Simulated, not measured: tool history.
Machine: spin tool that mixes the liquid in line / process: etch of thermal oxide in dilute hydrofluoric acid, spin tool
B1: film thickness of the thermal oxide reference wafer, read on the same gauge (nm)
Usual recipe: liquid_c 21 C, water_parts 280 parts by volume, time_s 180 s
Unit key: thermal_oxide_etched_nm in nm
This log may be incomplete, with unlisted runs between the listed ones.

Run 1, hour 0: usual settings but liquid_c 19 C, water_parts 240 parts by volume; B1 60.001. Result: thermal_oxide_etched_nm 2.265 nm.
Run 2, hour 25.6: usual settings; B1 59.995. Result: thermal_oxide_etched_nm 1.994 nm.
At hour 49.9: hydrofluoric acid flow meter replaced.
Run 3, hour 50.4: usual settings; B1 59.993. Result: thermal_oxide_etched_nm 2.006 nm.
Run 4, hour 80.8: usual settings; B1 60.014. Result: thermal_oxide_etched_nm 2.016 nm.
At hour 101.2: thermometer replaced.
Run 5, hour 102.3: usual settings; B1 59.987. Result: thermal_oxide_etched_nm 2.186 nm.
Run 6, hour 138: usual settings; B1 59.974. Result: thermal_oxide_etched_nm 2.176 nm.
Run 7, hour 150.5: usual settings; B1 60.011. Result: thermal_oxide_etched_nm 2.167 nm.
Run 8, hour 165.6: usual settings; B1 59.994. Result: thermal_oxide_etched_nm 2.186 nm.
Run 9, hour 178.7: usual settings; B1 59.996. Result: thermal_oxide_etched_nm 2.149 nm.
Run 10, hour 198.5: usual settings; B1 59.99. Result: thermal_oxide_etched_nm 2.161 nm.
Run 11, hour 219.6: usual settings; B1 59.98. Result: thermal_oxide_etched_nm 2.187 nm.
Run 12, hour 250.4: usual settings; B1 60.005. Result: thermal_oxide_etched_nm 2.169 nm.
Run 13, hour 278.4: usual settings but liquid_c 24 C; B1 60.008. Result: thermal_oxide_etched_nm 2.406 nm.
Run 14, hour 298.8: usual settings but liquid_c 25 C, time_s 245 s; B1 60.014. Result: thermal_oxide_etched_nm 3.387 nm.
Run 15, hour 327.6: usual settings but liquid_c 23.5 C, water_parts 220 parts by volume, time_s 85 s; B1 59.994. Result: thermal_oxide_etched_nm 1.491 nm.
Run 16, hour 342.7: usual settings but liquid_c 17 C; B1 60.014. Result: thermal_oxide_etched_nm 1.889 nm.
Run 17, hour 378.3: usual settings; B1 60.001. Result: thermal_oxide_etched_nm 2.172 nm.
Run 18, hour 405.9: usual settings but liquid_c 19 C, water_parts 400 parts by volume; B1 59.997. Result: thermal_oxide_etched_nm 1.268 nm.
Run 19, hour 426.5: usual settings but liquid_c 19 C, water_parts 160 parts by volume, time_s 245 s; B1 59.991. Result: thermal_oxide_etched_nm 5.392 nm.
Run 20, hour 441.3: usual settings but time_s 90 s; B1 60.014. Result: thermal_oxide_etched_nm 1.066 nm.
Run 21, hour 463.2: usual settings but liquid_c 26 C, water_parts 355 parts by volume; B1 60.007. Result: thermal_oxide_etched_nm 1.913 nm.
At hour 465.2: gauge calibrated.
Run 22, hour 504.7: usual settings but water_parts 330 parts by volume, time_s 275 s; B1 59.986. Result: thermal_oxide_etched_nm 2.663 nm.
Run 23, hour 534.3: usual settings; B1 59.994. Result: thermal_oxide_etched_nm 2.139 nm.
Run 24, hour 556.3: usual settings but liquid_c 19 C, water_parts 345 parts by volume, time_s 280 s; B1 59.992. Result: thermal_oxide_etched_nm 2.388 nm.
Run 25, hour 577.2: usual settings but liquid_c 25 C; B1 60.008. Result: thermal_oxide_etched_nm 2.505 nm.
Run 26, hour 610.4: usual settings but liquid_c 17 C, time_s 225 s; B1 60.017. Result: thermal_oxide_etched_nm 2.318 nm.
Run 27, hour 634.2: usual settings but liquid_c 18 C; B1 60.001. Result: thermal_oxide_etched_nm 1.908 nm.
Run 28, hour 652.9: usual settings but liquid_c 23 C, water_parts 225 parts by volume, time_s 120 s; B1 59.986. Result: thermal_oxide_etched_nm 1.994 nm.
Run 29, hour 674.3: usual settings; B1 60.001. Result: thermal_oxide_etched_nm 2.133 nm.
Run 30, hour 687.8: usual settings; B1 60. Result: thermal_oxide_etched_nm 2.107 nm.
Run 31, hour 704.5: usual settings but time_s 275 s; B1 60. Result: thermal_oxide_etched_nm 3.252 nm.
Run 32, hour 723.4: usual settings but liquid_c 24 C, water_parts 215 parts by volume, time_s 150 s; B1 59.992. Result: thermal_oxide_etched_nm 2.742 nm.
Run 33, hour 740.3: usual settings; B1 60.004. Result: thermal_oxide_etched_nm 2.163 nm.

For some of the steps in thermal_oxide_etched_nm from one run to the next: how much would appear even if the tool had no hidden state, given the settings, what came in and random variation, and how much remains for the hidden state plus any gauge scatter that the measured result and the result without hidden state don't share?
The hidden state here: liquid colder than its thermometer reads (K); hydrofluoric acid flow below the setpoint (%); gauge reads high (%).
Run 4 -> 5: thermometer replaced. thermal_oxide_etched_nm +0.17 nm: hidden state +0.191, all else -0.021.
Run 14 -> 15: liquid_c 25 -> 23.5, water_parts 280 -> 220, time_s 245 -> 85. thermal_oxide_etched_nm -1.896 nm: hidden state +0.025, all else -1.921.
Run 18 -> 19: water_parts 400 -> 160, time_s 180 -> 245. thermal_oxide_etched_nm +4.124 nm: hidden state -0.105, all else +4.229.
Run 19 -> 20: liquid_c 19 -> 21, water_parts 160 -> 280, time_s 245 -> 90. thermal_oxide_etched_nm -4.326 nm: hidden state +0.107, all else -4.433.

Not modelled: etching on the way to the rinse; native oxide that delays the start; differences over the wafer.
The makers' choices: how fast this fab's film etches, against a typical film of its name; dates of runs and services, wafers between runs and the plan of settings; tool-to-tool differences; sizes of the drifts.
